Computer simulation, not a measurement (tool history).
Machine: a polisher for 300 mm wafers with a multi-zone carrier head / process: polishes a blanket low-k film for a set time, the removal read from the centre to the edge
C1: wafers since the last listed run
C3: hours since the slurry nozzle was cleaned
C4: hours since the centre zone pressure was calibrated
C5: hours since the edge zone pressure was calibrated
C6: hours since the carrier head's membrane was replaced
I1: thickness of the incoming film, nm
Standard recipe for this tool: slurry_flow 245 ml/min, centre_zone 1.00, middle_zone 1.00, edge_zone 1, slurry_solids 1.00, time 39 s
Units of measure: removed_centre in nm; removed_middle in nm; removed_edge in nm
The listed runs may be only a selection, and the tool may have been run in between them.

{"run": 1, "hour": 0.0, "slurry_flow": 245, "centre_zone": 1.0, "middle_zone": 1.0, "edge_zone": 1, "slurry_solids": 1.0, "time": 39, "C1": 0, "wafers polished on this pad": 342, "C3": 179.6, "C4": 179.0, "C5": 1551.8, "C6": 1777.9, "I1": 637.9, "removed_centre": 12.4, "removed_middle": 12.4, "removed_edge": 12.7}
{"run": 2, "hour": 19.0, "slurry_flow": 245, "centre_zone": 1.0, "middle_zone": 1.0, "edge_zone": 1, "slurry_solids": 1.0, "time": 39, "C1": 279, "wafers polished on this pad": 621, "C3": 198.6, "C4": 198.0, "C5": 1570.8, "C6": 1796.9, "I1": 651.4, "removed_centre": 12.0, "removed_middle": 12.4, "removed_edge": 13.1}
{"run": 3, "hour": 36.8, "slurry_flow": 245, "centre_zone": 1.0, "middle_zone": 1.0, "edge_zone": 1, "slurry_solids": 1.0, "time": 39, "C1": 261, "wafers polished on this pad": 883, "C3": 216.4, "C4": 215.8, "C5": 1588.6, "C6": 1814.7, "I1": 644.5, "removed_centre": 11.8, "removed_middle": 12.3, "removed_edge": 12.9}
{"run": 4, "hour": 43.2, "slurry_flow": 245, "centre_zone": 1.0, "middle_zone": 1.0, "edge_zone": 1, "slurry_solids": 1.0, "time": 39, "C1": 94, "wafers polished on this pad": 977, "C3": 222.8, "C4": 222.2, "C5": 1595.0, "C6": 1821.1, "I1": 650.1, "removed_centre": 12.2, "removed_middle": 12.4, "removed_edge": 12.9}
{"hour": 53.4, "done": "worn pad replaced by a new one"}
{"run": 5, "hour": 53.9, "slurry_flow": 245, "centre_zone": 1.0, "middle_zone": 1.0, "edge_zone": 1, "slurry_solids": 1.0, "time": 39, "C1": 98, "wafers polished on this pad": 7, "C3": 233.5, "C4": 232.9, "C5": 1605.7, "C6": 1831.8, "I1": 644.3, "removed_centre": 11.9, "removed_middle": 12.2, "removed_edge": 12.9}
{"run": 6, "hour": 60.7, "slurry_flow": 245, "centre_zone": 1.0, "middle_zone": 1.0, "edge_zone": 1, "slurry_solids": 1.0, "time": 39, "C1": 100, "wafers polished on this pad": 107, "C3": 240.3, "C4": 239.7, "C5": 1612.5, "C6": 1838.6, "I1": 649.5, "removed_centre": 12.2, "removed_middle": 12.5, "removed_edge": 13.0}
{"hour": 81.1, "done": "carrier head's membrane replaced by a new one"}
{"run": 7, "hour": 81.6, "slurry_flow": 245, "centre_zone": 1.0, "middle_zone": 0.91, "edge_zone": 1, "slurry_solids": 0.9, "time": 39, "C1": 233, "wafers polished on this pad": 341, "C3": 261.2, "C4": 260.6, "C5": 1633.4, "C6": 0.5, "I1": 644.4, "removed_centre": 11.6, "removed_middle": 11.0, "removed_edge": 12.6}
{"run": 8, "hour": 89.0, "slurry_flow": 245, "centre_zone": 1.0, "middle_zone": 0.91, "edge_zone": 1, "slurry_solids": 0.9, "time": 39, "C1": 108, "wafers polished on this pad": 450, "C3": 268.6, "C4": 268.0, "C5": 1640.8, "C6": 7.9, "I1": 655.4, "removed_centre": 11.6, "removed_middle": 11.3, "removed_edge": 12.5}
{"hour": 93.2, "done": "edge zone pressure recalibrated"}
{"run": 9, "hour": 96.4, "slurry_flow": 245, "centre_zone": 1.0, "middle_zone": 0.91, "edge_zone": 1, "slurry_solids": 0.9, "time": 39, "C1": 79, "wafers polished on this pad": 529, "C3": 276.0, "C4": 275.4, "C5": 3.2, "C6": 15.3, "I1": 645.6, "removed_centre": 12.0, "removed_middle": 11.1, "removed_edge": 12.6}
{"run": 10, "hour": 103.7, "slurry_flow": 245, "centre_zone": 0.96, "middle_zone": 1.08, "edge_zone": 1, "slurry_solids": 1.0, "time": 39, "C1": 107, "wafers polished on this pad": 637, "C3": 283.3, "C4": 282.7, "C5": 10.5, "C6": 22.6, "I1": 652.5, "removed_centre": 11.9, "removed_middle": 13.2, "removed_edge": 12.8}
{"run": 11, "hour": 111.9, "slurry_flow": 245, "centre_zone": 1.0, "middle_zone": 1.0, "edge_zone": 1, "slurry_solids": 1.0, "time": 39, "C1": 120, "wafers polished on this pad": 757, "C3": 291.5, "C4": 290.9, "C5": 18.7, "C6": 30.8, "I1": 636.8, "removed_centre": 12.2, "removed_middle": 12.4, "removed_edge": 12.9}
{"hour": 126.6, "done": "worn pad replaced by a new one"}
{"run": 12, "hour": 127.1, "slurry_flow": 245, "centre_zone": 1.0, "middle_zone": 1.0, "edge_zone": 1, "slurry_solids": 1.0, "time": 39, "C1": 164, "wafers polished on this pad": 6, "C3": 306.7, "C4": 306.1, "C5": 33.9, "C6": 46.0, "I1": 649.3, "removed_centre": 12.3, "removed_middle": 12.6, "removed_edge": 13.0}

Estimate the outcome of run 13 from the log above:
{"run": 13, "hour": 142.0, "slurry_flow": 245, "centre_zone": 1.0, "middle_zone": 1.0, "edge_zone": 1, "slurry_solids": 1.25, "time": 28, "C1": 219, "wafers polished on this pad": 226, "C3": 321.6, "C4": 321.0, "C5": 48.8, "C6": 60.9, "I1": 638.8, "removed_centre": "?", "removed_middle": "?", "removed_edge": "?"}

{"run 13": {"removed_centre": 9.5, "removed_middle": 9.6, "removed_edge": 10.0}}
Without the tool's hidden state the same run would have given removed_centre 9.5 nm, removed_middle 9.6 nm, removed_edge 10.0 nm.
